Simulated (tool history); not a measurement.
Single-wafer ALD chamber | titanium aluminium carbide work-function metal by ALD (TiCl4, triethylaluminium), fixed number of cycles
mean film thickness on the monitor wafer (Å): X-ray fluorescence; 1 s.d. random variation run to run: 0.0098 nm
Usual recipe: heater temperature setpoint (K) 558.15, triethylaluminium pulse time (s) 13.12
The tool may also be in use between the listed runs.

| run | hour | heater temperature setpoint (K) | triethylaluminium pulse time (s) | wafers since the last listed run | hours since the last thermocouple change | hours since the last triethylaluminium bottle change | hours since the showerhead was replaced | hours since the gauge calibration | read-back reference wafer on the same gauge, thickness_nm | mean film thickness on the monitor wafer (Å) |
|---|---|---|---|---|---|---|---|---|---|---|
| 1 | 0.0 | 558.15 | 13.12 | 0 | 933.6 | 561.4 | 5623.4 | 89.3 | 2.219 | 19.93 |
| 2 | 8.1 | 553.15 | 13.12 | 49 | 941.7 | 569.5 | 5631.5 | 97.4 | 2.218 | 19.49 |
| 3 | 22.2 | 558.15 | 13.12 | 85 | 955.8 | 583.6 | 5645.6 | 111.5 | 2.220 | 19.99 |
| 4 | 39.9 | 558.15 | 13.12 | 107 | 973.5 | 601.3 | 5663.3 | 129.2 | 2.221 | 19.98 |
| 5 | 53.8 | 558.15 | 13.12 | 84 | 987.4 | 615.2 | 5677.2 | 143.1 | 2.222 | 19.80 |
| 6 | 63.4 | 558.15 | 15.47 | 58 | 997.0 | 624.8 | 5686.8 | 152.7 | 2.219 | 20.07 |
| 7 | 69.6 | 562.15 | 13.12 | 37 | 1003.2 | 631.0 | 5693.0 | 158.9 | 2.219 | 20.31 |
| 8 | 76.7 | 562.15 | 13.12 | 43 | 1010.3 | 638.1 | 5700.1 | 166.0 | 2.220 | 20.24 |
|  | 84.8 | gauge calibrated |
|  | 96.6 | thermocouple changed; heater temperature recalibrated |
|  | 102.0 | showerhead replaced |
| 9 | 102.5 | 562.15 | 13.12 | 75 | 5.9 | 663.9 | 0.5 | 17.7 | 2.217 | 20.04 |
| 10 | 126.9 | 551.15 | 13.12 | 148 | 30.3 | 688.3 | 24.9 | 42.1 | 2.219 | 18.92 |
| 11 | 142.7 | 551.15 | 13.12 | 96 | 46.1 | 704.1 | 40.7 | 57.9 | 2.221 | 18.71 |
|  | 155.0 | triethylaluminium bottle replaced |
| 12 | 156.5 | 558.15 | 13.12 | 35 | 59.9 | 1.5 | 54.5 | 71.7 | 2.221 | 20.59 |
| 13 | 173.6 | 545.15 | 10.99 | 104 | 77.0 | 18.6 | 71.6 | 88.8 | 2.217 | 18.99 |
| 14 | 183.7 | 547.15 | 8.96 | 61 | 87.1 | 28.7 | 81.7 | 98.9 | 2.217 | 18.53 |
| 15 | 200.4 | 552.15 | 13.12 | 101 | 103.8 | 45.4 | 98.4 | 115.6 | 2.222 | 20.05 |
| 16 | 208.4 | 552.15 | 9.80 | 48 | 111.8 | 53.4 | 106.4 | 123.6 | 2.218 | 19.31 |
| 17 | 222.6 | 558.15 | 13.12 | 86 | 126.0 | 67.6 | 120.6 | 137.8 | 2.218 | 20.54 |
| 18 | 233.3 | 558.15 | 13.12 | 65 | 136.7 | 78.3 | 131.3 | 148.5 | 2.219 | 20.64 |
| 19 | 246.9 | 553.15 | 11.09 | 82 | 150.3 | 91.9 | 144.9 | 162.1 | 2.220 | 19.98 |
|  | 255.3 | gauge calibrated |
| 20 | 263.0 | 558.15 | 13.12 | 97 | 166.4 | 108.0 | 161.0 | 7.7 | 2.218 | 20.52 |
| 21 | 269.7 | 545.15 | 13.12 | 40 | 173.1 | 114.7 | 167.7 | 14.4 | 2.217 | 19.23 |
| 22 | 281.5 | 549.15 | 16.11 | 71 | 184.9 | 126.5 | 179.5 | 26.2 | 2.222 | 19.78 |
| 23 | 292.8 | 569.15 | 14.44 | 68 | 196.2 | 137.8 | 190.8 | 37.5 | 2.220 | 21.80 |
| 24 | 306.5 | 563.15 | 15.65 | 83 | 209.9 | 151.5 | 204.5 | 51.2 | 2.218 | 21.30 |
| 25 | 319.2 | 567.15 | 10.33 | 77 | 222.6 | 164.2 | 217.2 | 63.9 | 2.222 | 21.02 |

Some steps in mean film thickness on the monitor wafer (Å) between neighbouring runs. How much of each would the tool show without its hidden state too (settings, what came in, random variation), and how much is left for the hidden state, with any gauge scatter that isn't in both results?
Unlogged tool condition in this case: wafer temperature above the value expected at the setpoint (K); triethylaluminium dose above that of a fresh bottle (%); gauge reads high (%).
Run 6 -> 7: heater temperature setpoint (K) 558.15 -> 562.15, triethylaluminium pulse time (s) 15.47 -> 13.12. mean film thickness on the monitor wafer (Å) +0.24: hidden state -0.41, all else +0.65.
Run 11 -> 12: heater temperature setpoint (K) 551.15 -> 558.15, triethylaluminium bottle replaced. mean film thickness on the monitor wafer (Å) +1.88: hidden state +1.10, all else +0.78.
Run 22 -> 23: heater temperature setpoint (K) 549.15 -> 569.15, triethylaluminium pulse time (s) 16.11 -> 14.44. mean film thickness on the monitor wafer (Å) +2.02: hidden state -0.04, all else +2.06.

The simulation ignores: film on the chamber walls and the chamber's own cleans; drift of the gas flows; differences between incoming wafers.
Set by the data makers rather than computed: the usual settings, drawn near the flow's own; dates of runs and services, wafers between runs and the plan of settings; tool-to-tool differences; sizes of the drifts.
